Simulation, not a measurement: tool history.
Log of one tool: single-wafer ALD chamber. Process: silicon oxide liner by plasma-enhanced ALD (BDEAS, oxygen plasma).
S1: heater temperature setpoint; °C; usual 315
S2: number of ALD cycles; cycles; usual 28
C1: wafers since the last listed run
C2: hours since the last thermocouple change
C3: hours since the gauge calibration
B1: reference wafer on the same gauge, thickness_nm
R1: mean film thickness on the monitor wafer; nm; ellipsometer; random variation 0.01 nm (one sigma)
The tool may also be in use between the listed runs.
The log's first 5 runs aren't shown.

run 6 hour=98.1 | S1=315 S2=28 | C1=131 C2=875.7 C3=574.5 | B1=2.109 | R1=2.543
run 7 hour=118.8 | S1=312 S2=32 | C1=167 C2=896.4 C3=595.2 | B1=2.110 | R1=2.944
run 8 hour=149.6 | S1=319 S2=28 | C1=249 C2=927.2 C3=626.0 | B1=2.110 | R1=2.540
run 9 hour=172.7 | S1=319 S2=28 | C1=187 C2=950.3 C3=649.1 | B1=2.110 | R1=2.551
run 10 hour=185.4 | S1=315 S2=28 | C1=102 C2=963.0 C3=661.8 | B1=2.110 | R1=2.556
run 11 hour=208.0 | S1=315 S2=28 | C1=183 C2=985.6 C3=684.4 | B1=2.110 | R1=2.564
run 12 hour=228.6 | S1=322 S2=28 | C1=166 C2=1006.2 C3=705.0 | B1=2.112 | R1=2.541
run 13 hour=254.3 | S1=322 S2=28 | C1=208 C2=1031.9 C3=730.7 | B1=2.111 | R1=2.540
run 14 hour=285.9 | S1=322 S2=28 | C1=255 C2=1063.5 C3=762.3 | B1=2.111 | R1=2.535
run 15 hour=316.8 | S1=315 S2=30 | C1=250 C2=1094.4 C3=793.2 | B1=2.112 | R1=2.736
run 16 hour=333.5 | S1=315 S2=30 | C1=135 C2=1111.1 C3=809.9 | B1=2.111 | R1=2.745
run 17 hour=379.9 | S1=318 S2=27 | C1=375 C2=1157.5 C3=856.3 | B1=2.109 | R1=2.475
run 18 hour=392.1 | S1=318 S2=27 | C1=98 C2=1169.7 C3=868.5 | B1=2.110 | R1=2.464
run 19 hour=416.0 | S1=304 S2=25 | C1=193 C2=1193.6 C3=892.4 | B1=2.111 | R1=2.312
run 20 hour=443.2 | S1=304 S2=25 | C1=220 C2=1220.8 C3=919.6 | B1=2.109 | R1=2.310
-- hour=509.9 thermocouple changed; heater temperature recalibrated
run 21 hour=513.0 | S1=315 S2=25 | C1=500 C2=3.1 C3=989.4 | B1=2.110 | R1=2.284
run 22 hour=537.9 | S1=308 S2=28 | C1=201 C2=28.0 C3=1014.3 | B1=2.110 | R1=2.568
run 23 hour=559.2 | S1=308 S2=28 | C1=172 C2=49.3 C3=1035.6 | B1=2.110 | R1=2.572

Run 24 comes next. What will it give?
run 24 hour=593.6 | S1=315 S2=28 | C1=278 C2=83.7 C3=1070.0 | B1=? | R1=?

{"run 24": {"B1": 2.11, "R1": 2.554}}
Without the tool's hidden state the same run would have given R1 2.554 nm.

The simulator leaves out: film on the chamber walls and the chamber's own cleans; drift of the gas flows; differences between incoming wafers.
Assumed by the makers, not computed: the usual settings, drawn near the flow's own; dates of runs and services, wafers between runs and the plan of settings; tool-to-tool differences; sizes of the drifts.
